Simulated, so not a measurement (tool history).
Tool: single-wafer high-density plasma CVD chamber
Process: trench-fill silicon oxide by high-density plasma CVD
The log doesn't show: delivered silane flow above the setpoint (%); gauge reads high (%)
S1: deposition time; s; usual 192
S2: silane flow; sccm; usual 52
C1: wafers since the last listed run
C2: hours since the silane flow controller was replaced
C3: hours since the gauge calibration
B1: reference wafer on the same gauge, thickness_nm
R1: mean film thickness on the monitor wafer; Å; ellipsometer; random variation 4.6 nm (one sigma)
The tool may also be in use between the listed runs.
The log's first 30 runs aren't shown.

-- hour=1613.2 gauge calibrated
run 31 hour=1649.1 | S1=176 S2=55 | C1=457 C2=886.5 C3=35.9 | B1=1060.691 | R1=9350.74
run 32 hour=1702.5 | S1=172 S2=52 | C1=498 C2=939.9 C3=89.3 | B1=1059.362 | R1=8696.93
run 33 hour=1772.3 | S1=213 S2=52 | C1=652 C2=1009.7 C3=159.1 | B1=1061.181 | R1=10759.89
run 34 hour=1831.1 | S1=192 S2=52 | C1=549 C2=1068.5 C3=217.9 | B1=1058.294 | R1=9595.33
run 35 hour=1884.4 | S1=192 S2=52 | C1=497 C2=1121.8 C3=271.2 | B1=1059.06 | R1=9712.13
run 36 hour=1945 | S1=178 S2=48 | C1=566 C2=1182.4 C3=331.8 | B1=1061.391 | R1=8411.43
run 37 hour=1983.6 | S1=203 S2=49 | C1=360 C2=1221 C3=370.4 | B1=1062.038 | R1=9715.11
run 38 hour=2049.6 | S1=192 S2=60 | C1=616 C2=1287 C3=436.4 | B1=1061.416 | R1=11000.6
run 39 hour=2089.9 | S1=192 S2=44 | C1=376 C2=1327.3 C3=476.7 | B1=1061.884 | R1=8327.45
run 40 hour=2129 | S1=213 S2=58 | C1=365 C2=1366.4 C3=515.8 | B1=1058.845 | R1=11869.44
run 41 hour=2191.9 | S1=158 S2=46 | C1=587 C2=1429.3 C3=578.7 | B1=1058.488 | R1=7074.61

4 ways to go on from here, each from the tool as it stands after run 41. What would each give?
run A hour=2192.4 | S1=181 S2=52 | C1=4 C2=1429.8 C3=579.2 | B1=? | R1=?
run B hour=2192.4 | S1=165 S2=62 | C1=4 C2=1429.8 C3=579.2 | B1=? | R1=?
run C hour=2192.4 | S1=175 S2=57 | C1=4 C2=1429.8 C3=579.2 | B1=? | R1=?
run D hour=2192.4 | S1=163 S2=61 | C1=4 C2=1429.8 C3=579.2 | B1=? | R1=?

run=A B1=1061.262 R1=9066.15
run=B B1=1061.262 R1=9706.64
run=C B1=1061.262 R1=9530.27
run=D B1=1061.262 R1=9446.54
Without the tool's hidden state the same runs would have given:
run=A R1=9445.47
run=B R1=10112.76
run=C R1=9929.01
run=D R1=9841.78
